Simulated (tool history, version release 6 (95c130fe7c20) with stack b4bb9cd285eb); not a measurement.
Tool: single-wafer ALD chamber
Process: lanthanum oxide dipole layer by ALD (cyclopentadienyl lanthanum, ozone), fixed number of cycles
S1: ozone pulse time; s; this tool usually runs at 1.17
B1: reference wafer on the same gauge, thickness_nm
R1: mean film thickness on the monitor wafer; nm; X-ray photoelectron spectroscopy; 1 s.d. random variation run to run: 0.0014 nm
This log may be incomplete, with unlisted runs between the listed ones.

run,day,S1,B1,R1
1,0.000,1.48,0.644,0.579
2,0.346,1.48,0.644,0.579
3,1.062,1.48,0.643,0.584
4,1.442,1.17,0.643,0.557
5,2.750,1.17,0.643,0.558
6,3.312,1.05,0.643,0.543
7,5.267,1.05,0.644,0.543
8,5.592,1.17,0.643,0.556
9,6.233,1.17,0.643,0.555
10,6.542,1.17,0.643,0.557
# day 6.721: gauge calibrated
# day 7.288: ozone generator serviced
11,7.308,1.33,0.642,0.572
12,7.542,1.33,0.643,0.568
13,8.171,1.17,0.642,0.557
14,8.633,1.01,0.643,0.539
15,10.371,0.94,0.643,0.528
16,10.738,1.31,0.643,0.568
17,11.446,1.63,0.643,0.586
18,11.717,1.17,0.642,0.558
# day 12.425: showerhead replaced
19,12.446,0.74,0.643,0.496
20,12.662,0.87,0.643,0.518
21,13.238,1.30,0.644,0.568
22,13.496,1.50,0.643,0.580
23,14.112,1.35,0.642,0.570
# day 14.646: thermocouple changed; heater temperature recalibrated
24,14.729,0.75,0.643,0.496
25,15.146,1.32,0.643,0.567
26,15.425,1.17,0.643,0.555
27,16.954,1.17,0.643,0.556
28,17.221,1.52,0.642,0.583
29,17.488,1.37,0.643,0.573
30,17.896,0.73,0.643,0.491
31,18.500,1.59,0.643,0.586

Branching from run 31: 5 alternative next runs. What would each branch give?
A,18.517,0.99,?,?
B,18.517,0.71,?,?
C,18.517,0.82,?,?
D,18.517,1.45,?,?
E,18.517,1.41,?,?

run,B1,R1
A,0.643,0.536
B,0.643,0.488
C,0.643,0.510
D,0.643,0.579
E,0.643,0.576
Stripped of hidden state, with their random variation kept, the same runs would have yielded:
run,R1
A,0.536
B,0.488
C,0.510
D,0.579
E,0.576

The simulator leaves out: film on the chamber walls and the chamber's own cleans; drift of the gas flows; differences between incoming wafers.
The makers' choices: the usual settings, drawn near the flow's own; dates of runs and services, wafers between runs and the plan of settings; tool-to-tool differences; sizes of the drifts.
